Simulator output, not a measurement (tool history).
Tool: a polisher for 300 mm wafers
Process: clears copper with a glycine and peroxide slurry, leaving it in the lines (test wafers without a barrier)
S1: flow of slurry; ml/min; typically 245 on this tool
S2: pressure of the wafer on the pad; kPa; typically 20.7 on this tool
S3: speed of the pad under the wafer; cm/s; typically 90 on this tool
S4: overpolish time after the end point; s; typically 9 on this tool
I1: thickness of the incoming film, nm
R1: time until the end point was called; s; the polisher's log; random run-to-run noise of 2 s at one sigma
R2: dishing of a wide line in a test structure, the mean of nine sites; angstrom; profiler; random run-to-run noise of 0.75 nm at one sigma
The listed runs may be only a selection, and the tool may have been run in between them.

run,hour,S1,S2,S3,S4,I1,R1,R2
1,0,245,20.7,90,9,652.7,107.8,366
2,88.9,245,20.7,90,6,660.9,118.3,245
# hour 98.7: slurry nozzle cleaned
3,171.8,245,20.7,70,9,647.7,139.3,298
4,250.6,245,24.1,90,9,655.2,102.3,392
# hour 270.2: head pressure recalibrated
5,306,245,20.7,90,9,641.9,108.2,381
# hour 355.9: worn pad replaced by a new one
6,412.8,245,20.7,90,9,653.5,110.5,369
7,475,245,20.7,90,9,646.9,110.7,379
# hour 520.1: slurry nozzle cleaned
8,557.2,245,17.2,90,9,647.1,124.5,317
9,630.1,245,17.2,90,9,658.4,128.8,330
10,729.9,270,20.7,90,9,646.7,110.7,364
11,775.7,270,20.7,90,9,656.4,112.4,360
# hour 786.5: worn pad replaced by a new one
12,878.5,245,20.7,90,9,653.7,111.8,358
# hour 967.9: slurry nozzle cleaned
# hour 1043.1: head pressure recalibrated
# hour 1165.3: worn pad replaced by a new one
13,1183.1,210,20.7,90,9,654.1,108.7,386
14,1227.5,245,20.7,90,9,648.8,107,390
15,1312.8,325,20.7,90,14,648.5,102.6,557
16,1370.8,245,20.7,90,9,636.8,107.6,367
# hour 1409.8: slurry nozzle cleaned
17,1465.2,325,20.7,90,12,650.9,105.5,496
18,1533.7,245,20.7,66,6,649.1,138.4,204
# hour 1595.7: worn pad replaced by a new one
19,1596.5,245,20.7,72,9,647.3,125.7,311
20,1643.9,245,24.1,120,9,650.5,74.4,504
21,1722.3,245,20.7,70,9,655.8,140.5,292
22,1775.7,295,22.8,72,12,646.5,120.6,436
# hour 1784.5: head pressure recalibrated
23,1814.5,245,20.7,90,12,642.4,108.8,483
# hour 1852.3: slurry nozzle cleaned
24,1873.5,245,20.7,90,9,653.3,107.5,379
25,1913.4,180,20.7,90,6,640.7,111.6,241
26,1964.7,320,20.7,90,9,648.6,108.4,382
# hour 2036.8: worn pad replaced by a new one
27,2057.3,245,26.9,90,9,650.4,89.6,437
28,2131.7,245,25.5,90,9,639.9,92.6,429

4 options for the next run, each taken on its own from the tool as it stands now. Forecast them:
A,2132.2,245,15.9,90,9,660.4,?,?
B,2132.2,245,25.5,90,5,660.4,?,?
C,2132.2,220,20.7,90,9,660.4,?,?
D,2132.2,320,18.6,90,4,660.4,?,?

run,R1,R2
A,146.7,294
B,99.9,246
C,120.2,353
D,126.3,160
Take away the tool's hidden state, keep each run's random variation, and the runs would have read:
run,R1,R2
A,141.9,304
B,96.3,255
C,116.1,365
D,122,165

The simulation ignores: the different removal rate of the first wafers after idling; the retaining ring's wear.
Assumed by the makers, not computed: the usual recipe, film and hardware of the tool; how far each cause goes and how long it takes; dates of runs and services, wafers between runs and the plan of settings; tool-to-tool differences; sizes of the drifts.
